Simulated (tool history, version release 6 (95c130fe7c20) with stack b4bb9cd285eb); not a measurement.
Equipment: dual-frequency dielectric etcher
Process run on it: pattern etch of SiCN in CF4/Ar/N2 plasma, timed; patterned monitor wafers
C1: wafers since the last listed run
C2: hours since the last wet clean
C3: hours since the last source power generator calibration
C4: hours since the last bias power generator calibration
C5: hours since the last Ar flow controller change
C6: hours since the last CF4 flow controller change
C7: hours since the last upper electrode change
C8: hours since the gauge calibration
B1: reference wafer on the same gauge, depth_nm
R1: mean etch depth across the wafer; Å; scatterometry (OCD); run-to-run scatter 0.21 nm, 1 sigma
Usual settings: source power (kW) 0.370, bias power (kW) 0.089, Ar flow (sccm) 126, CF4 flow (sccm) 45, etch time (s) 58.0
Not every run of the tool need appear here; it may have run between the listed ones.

{"run": 1, "hour": 0.0, "source power (kW)": 0.32, "bias power (kW)": 0.089, "Ar flow (sccm)": 126, "CF4 flow (sccm)": 45, "etch time (s)": 58.0, "C1": 0, "C2": 360.7, "C3": 1362.8, "C4": 1209.3, "C5": 3984.6, "C6": 132.9, "C7": 68.2, "C8": 93.2, "B1": 46.77, "R1": 362.3}
{"run": 2, "hour": 28.0, "source power (kW)": 0.37, "bias power (kW)": 0.089, "Ar flow (sccm)": 126, "CF4 flow (sccm)": 52, "etch time (s)": 58.0, "C1": 275, "C2": 388.7, "C3": 1390.8, "C4": 1237.3, "C5": 4012.6, "C6": 160.9, "C7": 96.2, "C8": 121.2, "B1": 46.73, "R1": 433.6}
{"run": 3, "hour": 80.2, "source power (kW)": 0.37, "bias power (kW)": 0.089, "Ar flow (sccm)": 126, "CF4 flow (sccm)": 45, "etch time (s)": 58.0, "C1": 512, "C2": 440.9, "C3": 1443.0, "C4": 1289.5, "C5": 4064.8, "C6": 213.1, "C7": 148.4, "C8": 173.4, "B1": 46.83, "R1": 422.7}
{"run": 4, "hour": 123.9, "source power (kW)": 0.31, "bias power (kW)": 0.089, "Ar flow (sccm)": 107, "CF4 flow (sccm)": 51, "etch time (s)": 68.0, "C1": 429, "C2": 484.6, "C3": 1486.7, "C4": 1333.2, "C5": 4108.5, "C6": 256.8, "C7": 192.1, "C8": 217.1, "B1": 46.81, "R1": 432.5}
{"hour": 159.6, "done": "wet clean of the chamber"}
{"run": 5, "hour": 187.2, "source power (kW)": 0.37, "bias power (kW)": 0.089, "Ar flow (sccm)": 126, "CF4 flow (sccm)": 45, "etch time (s)": 63.5, "C1": 386, "C2": 27.6, "C3": 1550.0, "C4": 1396.5, "C5": 4171.8, "C6": 320.1, "C7": 255.4, "C8": 280.4, "B1": 46.86, "R1": 466.8}
{"hour": 193.8, "done": "source power generator calibrated"}
{"run": 6, "hour": 252.6, "source power (kW)": 0.28, "bias power (kW)": 0.072, "Ar flow (sccm)": 126, "CF4 flow (sccm)": 40, "etch time (s)": 72.0, "C1": 603, "C2": 93.0, "C3": 58.8, "C4": 1461.9, "C5": 4237.2, "C6": 385.5, "C7": 320.8, "C8": 345.8, "B1": 46.89, "R1": 339.8}
{"run": 7, "hour": 290.2, "source power (kW)": 0.29, "bias power (kW)": 0.089, "Ar flow (sccm)": 126, "CF4 flow (sccm)": 45, "etch time (s)": 58.0, "C1": 369, "C2": 130.6, "C3": 96.4, "C4": 1499.5, "C5": 4274.8, "C6": 423.1, "C7": 358.4, "C8": 383.4, "B1": 46.76, "R1": 326.4}
{"run": 8, "hour": 357.2, "source power (kW)": 0.37, "bias power (kW)": 0.089, "Ar flow (sccm)": 126, "CF4 flow (sccm)": 45, "etch time (s)": 58.0, "C1": 658, "C2": 197.6, "C3": 163.4, "C4": 1566.5, "C5": 4341.8, "C6": 490.1, "C7": 425.4, "C8": 450.4, "B1": 46.82, "R1": 420.9}
{"run": 9, "hour": 390.1, "source power (kW)": 0.37, "bias power (kW)": 0.1, "Ar flow (sccm)": 126, "CF4 flow (sccm)": 45, "etch time (s)": 58.0, "C1": 323, "C2": 230.5, "C3": 196.3, "C4": 1599.4, "C5": 4374.7, "C6": 523.0, "C7": 458.3, "C8": 483.3, "B1": 46.71, "R1": 445.1}
{"run": 10, "hour": 424.6, "source power (kW)": 0.37, "bias power (kW)": 0.069, "Ar flow (sccm)": 126, "CF4 flow (sccm)": 45, "etch time (s)": 67.5, "C1": 339, "C2": 265.0, "C3": 230.8, "C4": 1633.9, "C5": 4409.2, "C6": 557.5, "C7": 492.8, "C8": 517.8, "B1": 46.78, "R1": 431.2}
{"run": 11, "hour": 449.7, "source power (kW)": 0.37, "bias power (kW)": 0.081, "Ar flow (sccm)": 126, "CF4 flow (sccm)": 45, "etch time (s)": 74.0, "C1": 246, "C2": 290.1, "C3": 255.9, "C4": 1659.0, "C5": 4434.3, "C6": 582.6, "C7": 517.9, "C8": 542.9, "B1": 46.92, "R1": 516.0}
{"run": 12, "hour": 490.4, "source power (kW)": 0.37, "bias power (kW)": 0.07, "Ar flow (sccm)": 147, "CF4 flow (sccm)": 45, "etch time (s)": 58.0, "C1": 399, "C2": 330.8, "C3": 296.6, "C4": 1699.7, "C5": 4475.0, "C6": 623.3, "C7": 558.6, "C8": 583.6, "B1": 46.76, "R1": 355.5}
{"run": 13, "hour": 541.9, "source power (kW)": 0.37, "bias power (kW)": 0.079, "Ar flow (sccm)": 136, "CF4 flow (sccm)": 49, "etch time (s)": 52.0, "C1": 506, "C2": 382.3, "C3": 348.1, "C4": 1751.2, "C5": 4526.5, "C6": 674.8, "C7": 610.1, "C8": 635.1, "B1": 46.82, "R1": 356.3}
{"hour": 584.4, "done": "bias power generator calibrated"}
{"hour": 601.4, "done": "Ar flow controller replaced"}
{"run": 14, "hour": 610.9, "source power (kW)": 0.37, "bias power (kW)": 0.089, "Ar flow (sccm)": 126, "CF4 flow (sccm)": 45, "etch time (s)": 58.0, "C1": 579, "C2": 451.3, "C3": 417.1, "C4": 26.5, "C5": 9.5, "C6": 743.8, "C7": 679.1, "C8": 704.1, "B1": 46.81, "R1": 423.9}
{"run": 15, "hour": 654.5, "source power (kW)": 0.37, "bias power (kW)": 0.077, "Ar flow (sccm)": 126, "CF4 flow (sccm)": 45, "etch time (s)": 69.0, "C1": 428, "C2": 494.9, "C3": 460.7, "C4": 70.1, "C5": 53.1, "C6": 787.4, "C7": 722.7, "C8": 747.7, "B1": 46.81, "R1": 467.0}
{"hour": 680.4, "done": "wet clean of the chamber"}
{"run": 16, "hour": 723.3, "source power (kW)": 0.42, "bias power (kW)": 0.089, "Ar flow (sccm)": 126, "CF4 flow (sccm)": 53, "etch time (s)": 58.0, "C1": 440, "C2": 42.9, "C3": 529.5, "C4": 138.9, "C5": 121.9, "C6": 856.2, "C7": 791.5, "C8": 816.5, "B1": 46.81, "R1": 497.2}
{"run": 17, "hour": 768.2, "source power (kW)": 0.31, "bias power (kW)": 0.075, "Ar flow (sccm)": 126, "CF4 flow (sccm)": 45, "etch time (s)": 49.5, "C1": 441, "C2": 87.8, "C3": 574.4, "C4": 183.8, "C5": 166.8, "C6": 901.1, "C7": 836.4, "C8": 861.4, "B1": 46.84, "R1": 271.5}
{"run": 18, "hour": 800.3, "source power (kW)": 0.4, "bias power (kW)": 0.089, "Ar flow (sccm)": 155, "CF4 flow (sccm)": 45, "etch time (s)": 71.0, "C1": 315, "C2": 119.9, "C3": 606.5, "C4": 215.9, "C5": 198.9, "C6": 933.2, "C7": 868.5, "C8": 893.5, "B1": 46.79, "R1": 534.4}

Run 19 is up next; what results do you expect?
{"run": 19, "hour": 884.1, "source power (kW)": 0.4, "bias power (kW)": 0.089, "Ar flow (sccm)": 126, "CF4 flow (sccm)": 34, "etch time (s)": 69.0, "C1": 823, "C2": 203.7, "C3": 690.3, "C4": 299.7, "C5": 282.7, "C6": 1017.0, "C7": 952.3, "C8": 977.3, "B1": "?", "R1": "?"}

{"run 19": {"B1": 46.91, "R1": 522.3}}
Take away the tool's hidden state, keep the run-to-run variation as it was, and the same run would have given R1 522.3 Å.

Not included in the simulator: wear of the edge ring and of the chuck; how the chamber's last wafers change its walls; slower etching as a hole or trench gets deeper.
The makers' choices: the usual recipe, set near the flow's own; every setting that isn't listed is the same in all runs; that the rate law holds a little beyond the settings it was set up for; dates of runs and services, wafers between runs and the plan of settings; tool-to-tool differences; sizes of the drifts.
